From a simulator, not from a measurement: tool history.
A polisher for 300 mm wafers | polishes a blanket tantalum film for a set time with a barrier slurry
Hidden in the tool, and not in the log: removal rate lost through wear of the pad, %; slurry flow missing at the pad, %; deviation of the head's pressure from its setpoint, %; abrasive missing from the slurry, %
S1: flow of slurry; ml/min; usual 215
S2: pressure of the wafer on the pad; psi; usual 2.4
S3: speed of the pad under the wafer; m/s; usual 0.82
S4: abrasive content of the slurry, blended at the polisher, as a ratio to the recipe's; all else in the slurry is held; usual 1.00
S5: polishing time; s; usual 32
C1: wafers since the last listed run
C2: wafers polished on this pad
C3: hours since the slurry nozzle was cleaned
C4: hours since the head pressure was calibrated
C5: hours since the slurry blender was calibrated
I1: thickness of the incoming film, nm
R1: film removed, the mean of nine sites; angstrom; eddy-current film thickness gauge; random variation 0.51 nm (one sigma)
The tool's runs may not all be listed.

| run | hour | S1 | S2 | S3 | S4 | S5 | C1 | C2 | C3 | C4 | C5 | I1 | R1 |
|---|---|---|---|---|---|---|---|---|---|---|---|---|---|
| 1 | 0.0 | 215 | 2.4 | 0.74 | 1.00 | 30 | 0 | 1632 | 169.5 | 756.1 | 163.7 | 379.0 | 481 |
|  | 0.7 | worn pad replaced by a new one |
|  | 39.7 | slurry blender recalibrated |
| 2 | 40.4 | 215 | 2.4 | 0.82 | 1.00 | 32 | 352 | 352 | 209.9 | 796.5 | 0.7 | 383.4 | 576 |
| 3 | 70.2 | 215 | 2.4 | 0.82 | 1.00 | 32 | 278 | 631 | 239.7 | 826.3 | 30.5 | 384.1 | 553 |
| 4 | 106.8 | 215 | 2.4 | 0.82 | 1.00 | 32 | 342 | 974 | 276.3 | 862.9 | 67.1 | 380.6 | 566 |
| 5 | 147.1 | 215 | 2.4 | 0.82 | 1.00 | 32 | 377 | 1351 | 316.6 | 903.2 | 107.4 | 382.3 | 563 |
|  | 155.9 | worn pad replaced by a new one |
|  | 180.4 | slurry nozzle cleaned |
| 6 | 193.6 | 215 | 2.4 | 0.76 | 1.00 | 28 | 388 | 343 | 13.2 | 949.7 | 153.9 | 376.6 | 464 |
| 7 | 237.1 | 215 | 2.4 | 0.76 | 1.00 | 28 | 407 | 750 | 56.7 | 993.2 | 197.4 | 385.1 | 456 |
|  | 248.9 | slurry blender recalibrated |
| 8 | 290.0 | 215 | 2.4 | 0.82 | 1.00 | 32 | 476 | 1227 | 109.6 | 1046.1 | 41.1 | 385.6 | 556 |
|  | 305.3 | worn pad replaced by a new one |
| 9 | 332.1 | 215 | 2.4 | 0.82 | 1.00 | 32 | 356 | 250 | 151.7 | 1088.2 | 83.2 | 382.3 | 564 |
| 10 | 369.0 | 215 | 2.4 | 0.82 | 1.00 | 32 | 345 | 596 | 188.6 | 1125.1 | 120.1 | 385.9 | 567 |
|  | 377.7 | head pressure recalibrated |
| 11 | 428.3 | 165 | 2.7 | 0.82 | 1.00 | 35 | 536 | 1132 | 247.9 | 50.6 | 179.4 | 376.5 | 668 |
|  | 447.6 | slurry blender recalibrated |
|  | 458.7 | worn pad replaced by a new one |
| 12 | 459.8 | 215 | 2.9 | 0.82 | 1.00 | 32 | 238 | 10 | 279.4 | 82.1 | 12.2 | 381.5 | 671 |
| 13 | 511.2 | 215 | 1.9 | 0.82 | 1.00 | 32 | 481 | 491 | 330.8 | 133.5 | 63.6 | 388.3 | 465 |
|  | 579.5 | slurry nozzle cleaned |
| 14 | 582.2 | 215 | 2.4 | 0.82 | 1.00 | 32 | 655 | 1146 | 2.7 | 204.5 | 134.6 | 383.6 | 568 |
| 15 | 614.7 | 215 | 3.1 | 0.82 | 1.00 | 32 | 304 | 1451 | 35.2 | 237.0 | 167.1 | 383.5 | 709 |
|  | 636.0 | worn pad replaced by a new one |
|  | 658.7 | slurry blender recalibrated |
| 16 | 667.6 | 215 | 2.4 | 0.82 | 1.00 | 32 | 438 | 277 | 88.1 | 289.9 | 8.9 | 383.9 | 574 |
| 17 | 717.7 | 160 | 2.4 | 0.82 | 1.00 | 32 | 468 | 746 | 138.2 | 340.0 | 59.0 | 386.5 | 548 |
| 18 | 754.7 | 215 | 2.4 | 0.82 | 1.00 | 36 | 346 | 1092 | 175.2 | 377.0 | 96.0 | 380.0 | 646 |
|  | 777.3 | worn pad replaced by a new one |
| 19 | 783.9 | 215 | 2.4 | 0.82 | 1.00 | 32 | 235 | 61 | 204.4 | 406.2 | 125.2 | 384.5 | 567 |
| 20 | 814.5 | 215 | 1.8 | 0.82 | 1.00 | 32 | 286 | 348 | 235.0 | 436.8 | 155.8 | 374.4 | 437 |

Forecast each of these 5 alternatives for the next run:
| A | 814.9 | 215 | 2.4 | 0.82 | 1.00 | 32 | 3 | 351 | 235.4 | 437.2 | 156.2 | 381.0 | ? |
| B | 814.9 | 215 | 2.2 | 0.82 | 0.85 | 24 | 3 | 351 | 235.4 | 437.2 | 156.2 | 381.0 | ? |
| C | 814.9 | 215 | 2.4 | 0.82 | 1.00 | 21 | 3 | 351 | 235.4 | 437.2 | 156.2 | 381.0 | ? |
| D | 814.9 | 145 | 2.4 | 0.82 | 1.25 | 25 | 3 | 351 | 235.4 | 437.2 | 156.2 | 381.0 | ? |
| E | 814.9 | 215 | 2.4 | 1.08 | 1.00 | 37 | 3 | 351 | 235.4 | 437.2 | 156.2 | 381.0 | ? |

| run | R1 |
|---|---|
| A | 569 |
| B | 383 |
| C | 373 |
| D | 445 |
| E | 866 |
Without the tool's hidden state the same runs would have given:
| run | R1 |
|---|---|
| A | 569 |
| B | 383 |
| C | 373 |
| D | 445 |
| E | 866 |
